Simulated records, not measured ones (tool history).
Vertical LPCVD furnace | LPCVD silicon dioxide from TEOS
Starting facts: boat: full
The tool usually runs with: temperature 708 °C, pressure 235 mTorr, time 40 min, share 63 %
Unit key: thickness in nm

run,hour,temperature,pressure,time,share,wafers since the last listed run,hours since the last temperature calibration,hours since the pressure gauge was zeroed,hours since the TEOS flow controller was replaced,hours since the gauge calibration,"read-back reference wafer on the same gauge, thickness",thickness
1,0,708,260,40,68,0,3178,2281.7,5674.7,387.4,270.15,351.34
2,16.2,708,260,40,68,163,3194.2,2297.9,5690.9,403.6,270.14,351.29
3,45.4,708,235,50.5,63,295,3223.4,2327.1,5720.1,432.8,270,407.78
4,65.9,708,235,50.5,63,207,3243.9,2347.6,5740.6,453.3,270.06,406.31
5,97.9,708,235,50.5,63,323,3275.9,2379.6,5772.6,485.3,270.01,408.93
6,136.8,702,235,40,63,393,3314.8,2418.5,5811.5,524.2,269.83,280.78
7,154.5,702,235,40,63,178,3332.5,2436.2,5829.2,541.9,269.89,280.86
8,251.5,702,235,40,63,980,3429.5,2533.2,5926.2,638.9,269.87,284.87
9,311.5,708,235,40,63,606,3489.5,2593.2,5986.2,698.9,270.08,325.13
10,330.7,708,235,40,63,194,3508.7,2612.4,6005.4,718.1,269.99,323.43
# hour 356.2: gauge calibrated
# hour 364.1: TEOS flow controller replaced
11,364.6,708,235,40,63,100,3542.6,2646.3,0.5,8.4,270.12,324.85
12,381.7,708,235,52.5,63,172,3559.7,2663.4,17.6,25.5,269.88,426.58
13,414.8,708,235,52.5,63,334,3592.8,2696.5,50.7,58.6,270.02,426.43
# hour 439.9: pressure gauge zeroed
14,446.6,708,235,34.5,63,78,3624.6,6.7,82.5,90.4,270.06,280.37
# hour 472.4: thermocouples replaced and temperature profile calibrated
15,480.8,708,235,46,63,103,8.4,40.9,116.7,124.6,269.94,341.91
16,507.5,708,235,40,63,269,35.1,67.6,143.4,151.3,269.82,297.08
17,524.1,702,280,40,63,167,51.7,84.2,160,167.9,269.88,280.62
18,555,698,235,40,63,312,82.6,115.1,190.9,198.8,269.83,235.22
19,573,708,235,26.5,63,181,100.6,133.1,208.9,216.8,270,196.36
20,590.8,697,190,56,60,179,118.4,150.9,226.7,234.6,270.07,283.16
21,604.2,708,235,40,63,135,131.8,164.3,240.1,248,269.96,297.37
22,634.4,708,205,47,63,305,162,194.5,270.3,278.2,269.95,325.51
23,654.6,708,235,40,63,204,182.2,214.7,290.5,298.4,269.91,297.72
24,671.2,708,235,40,63,167,198.8,231.3,307.1,315,269.81,297.33
25,745.1,713,215,46.5,63,747,272.7,305.2,381,388.9,269.97,372.36
26,773.2,718,235,40,63,284,300.8,333.3,409.1,417,269.99,373.93
27,807.1,708,235,40,63,342,334.7,367.2,443,450.9,270.07,297.98
28,819.1,698,290,35.5,63,121,346.7,379.2,455,462.9,269.87,233.89

Had the tool no unlogged condition, and each run kept its random variation, what would the results have been?
What the log doesn't record here: true tube temperature minus thermocouple reading, K; true pressure minus gauge reading, mTorr; deviation of the TEOS flow from its setpoint, %; gauge reads high (%).
run,thickness
1,322.22
2,322.07
3,373.62
4,372.11
5,374.25
6,256.46
7,256.44
8,259.54
9,296.19
10,294.51
11,295.59
12,388
13,387.59
14,254.66
15,341.27
16,296.35
17,279.82
18,234.38
19,195.6
20,281.93
21,296.02
22,323.81
23,296.03
24,295.54
25,369.55
26,370.91
27,295.31
28,231.69
